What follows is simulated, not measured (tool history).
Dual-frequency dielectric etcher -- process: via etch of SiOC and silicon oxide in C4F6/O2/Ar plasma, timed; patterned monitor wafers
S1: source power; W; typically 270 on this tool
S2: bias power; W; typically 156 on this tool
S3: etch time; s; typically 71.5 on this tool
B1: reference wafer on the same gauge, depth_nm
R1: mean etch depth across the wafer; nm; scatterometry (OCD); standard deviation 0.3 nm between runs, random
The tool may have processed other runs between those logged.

run   hour   S1   S2    S3    B1    R1
  1      0  270  156  71.5  58.9  64.6
  2   11.8  270  156  71.5  58.9  65.3
  3   26.8  270  156  60.5  58.9  54.9
  4   34.2  270  156  71.5  58.9  65.4
  5   41.9  270  156  71.5    59  65.5
  6   53.6  270  156  71.5  58.9  65.3
  7   64.1  270  156  71.5  58.9  65.6
  8   75.1  270  156  71.5  58.9  65.5
  9     91  270  156  71.5  58.9  65.6
 10  103.5  270  156  71.5  58.9  65.5
 11  114.5  270  156  71.5  58.8  65.8
     120.4  -- bias power generator calibrated
 12  129.3  270  156  71.5    59  65.9
 13  137.2  220  156  71.5  58.9  58.4
 14  152.9  220  156  71.5  58.9  58.3
     188.1  -- upper electrode replaced
     209.3  -- wet clean of the chamber
 15  209.8  270  156  71.5    59  63.6
 16  210.2  270  156    80  58.9  71.7
 17  210.5  270  174  51.5  58.9  47.2
 18  210.9  270  156  71.5  58.9  63.5
 19  221.4  230  166  86.5  58.9    71
 20  234.5  270  156  71.5  58.9  64.1
 21  249.3  270  156  71.5  58.9  64.2
       253  -- gauge calibrated
       257  -- source power generator calibrated
 22  263.4  270  156  71.5  58.9  63.6
 23  279.7  270  156    90  58.9  81.4
 24  294.1  300  118  78.5  58.9  69.3
 25  302.1  310  170    53  58.9  53.6
 26  312.8  290  121  55.5  58.9  48.5
 27  321.6  330  156  71.5  58.9  72.7
 28  334.2  270  156  71.5  58.9  64.5

Run 29, settings as shown, results not yet in. Your forecast:
 29  341.7  270  143  71.5   ?   ?

B1: 58.9
R1: 63.4 nm
Minus the tool's unlogged condition, the same run would have read R1 62.3 nm.
